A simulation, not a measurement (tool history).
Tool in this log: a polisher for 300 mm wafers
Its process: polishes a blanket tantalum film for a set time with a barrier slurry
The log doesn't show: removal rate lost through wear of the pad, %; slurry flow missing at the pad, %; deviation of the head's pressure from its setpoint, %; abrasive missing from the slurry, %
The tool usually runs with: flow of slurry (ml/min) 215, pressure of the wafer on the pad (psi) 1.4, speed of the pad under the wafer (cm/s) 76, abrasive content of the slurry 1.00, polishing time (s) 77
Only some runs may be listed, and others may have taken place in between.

run,hour,flow of slurry (ml/min),pressure of the wafer on the pad (psi),speed of the pad under the wafer (cm/s),abrasive content of the slurry,polishing time (s),wafers since the last listed run,wafers polished on this pad,hours since the slurry nozzle was cleaned,hours since the head pressure was calibrated,hours since the slurry blender was calibrated,"incoming thickness of the incoming film, nm",film removed (nm)
1,0.0,200,1.4,76,1.00,77,0,1547,292.6,956.2,22.3,361.5,64.1
# hour 15.9: worn pad replaced by a new one
2,81.4,215,1.4,76,1.00,77,1069,904,374.0,1037.6,103.7,361.2,68.4
3,100.5,215,1.4,76,1.00,77,263,1168,393.1,1056.7,122.8,359.3,69.0
4,116.4,215,1.4,76,1.00,77,219,1388,409.0,1072.6,138.7,356.9,67.3
# hour 150.4: worn pad replaced by a new one
5,175.6,215,1.4,76,1.00,77,762,348,468.2,1131.8,197.9,354.9,68.1
6,205.9,215,1.4,76,1.00,77,418,767,498.5,1162.1,228.2,363.1,69.2
7,229.6,215,1.4,76,1.00,77,327,1094,522.2,1185.8,251.9,361.0,67.7
8,244.9,215,1.4,76,1.00,77,211,1305,537.5,1201.1,267.2,357.9,67.9
# hour 262.1: worn pad replaced by a new one
9,272.6,215,1.4,76,1.00,77,327,144,565.2,1228.8,294.9,354.9,69.9
10,292.3,195,1.4,76,1.00,77,272,417,584.9,1248.5,314.6,366.9,70.3
11,305.5,195,1.4,76,1.00,77,182,599,598.1,1261.7,327.8,360.4,68.3
12,326.2,195,1.4,76,1.00,77,285,885,618.8,1282.4,348.5,364.5,68.8
# hour 334.0: slurry nozzle cleaned
13,344.0,255,1.4,76,1.25,77,232,1117,10.0,1300.2,366.3,357.5,73.0
14,369.7,250,1.4,90,1.00,77,355,1472,35.7,1325.9,392.0,356.9,79.5
# hour 394.7: worn pad replaced by a new one
15,395.2,180,1.0,102,0.85,77,297,6,61.2,1351.4,417.5,362.9,64.7
# hour 416.6: head pressure recalibrated
16,417.8,215,1.4,76,1.00,77,284,291,83.8,1.2,440.1,360.0,69.8
17,433.9,215,1.4,86,1.00,77,222,513,99.9,17.3,456.2,366.3,79.1
# hour 450.2: slurry blender recalibrated
18,461.9,245,1.4,62,1.20,102,359,872,127.9,45.3,11.7,365.5,78.5
19,496.8,185,1.1,76,0.90,60,482,1355,162.8,80.2,46.6,362.7,39.5
# hour 501.0: worn pad replaced by a new one
20,520.5,215,1.4,56,1.00,77,272,268,186.5,103.9,70.3,353.6,52.5
21,544.7,195,1.4,76,1.00,77,334,603,210.7,128.1,94.5,360.5,69.3
22,558.0,215,1.1,52,1.20,98,183,787,224.0,141.4,107.8,355.5,49.3
23,587.4,215,1.4,76,1.00,77,406,1193,253.4,170.8,137.2,360.9,68.7
24,599.8,160,1.6,76,1.00,77,171,1364,265.8,183.2,149.6,362.5,74.1

For each entry between runs, how does the tool's hidden state at the last listed run before it compare with that at the first listed run after it?
In the gap between runs 1 and 2: worn pad replaced by a new one (hour 15.9)
  removal rate lost through wear of the pad, %: 7.29 -> 2.86
  the result without the hidden state subtracted from the measured one, film removed (nm): -5.1 -> -2.1
In the gap between runs 4 and 5: worn pad replaced by a new one (hour 150.4)
  removal rate lost through wear of the pad, %: 5.89 -> 2.03
  the result without the hidden state subtracted from the measured one, film removed (nm): -4.2 -> -1.4
In the gap between runs 8 and 9: worn pad replaced by a new one (hour 262.1)
  removal rate lost through wear of the pad, %: 6.35 -> 0.714
  the result without the hidden state subtracted from the measured one, film removed (nm): -4.6 -> -0.5
In the gap between runs 12 and 13: slurry nozzle cleaned (hour 334.0)
  removal rate lost through wear of the pad, %: 2.8 -> 4.15
  the result without the hidden state subtracted from the measured one, film removed (nm): -2.0 -> -3.2
In the gap between runs 14 and 15: worn pad replaced by a new one (hour 394.7)
  removal rate lost through wear of the pad, %: 6.69 -> 0.367
  the result without the hidden state subtracted from the measured one, film removed (nm): -5.7 -> -0.2
In the gap between runs 15 and 16: head pressure recalibrated (hour 416.6)
  removal rate lost through wear of the pad, %: 0.367 -> 0.645
  the result without the hidden state subtracted from the measured one, film removed (nm): -0.2 -> -0.4
In the gap between runs 17 and 18: slurry blender recalibrated (hour 450.2)
  removal rate lost through wear of the pad, %: 1.17 -> 2.72
  the result without the hidden state subtracted from the measured one, film removed (nm): -0.9 -> -2.2
In the gap between runs 19 and 20: worn pad replaced by a new one (hour 501.0)
  removal rate lost through wear of the pad, %: 5.8 -> 0.296
  the result without the hidden state subtracted from the measured one, film removed (nm): -2.4 -> -0.2
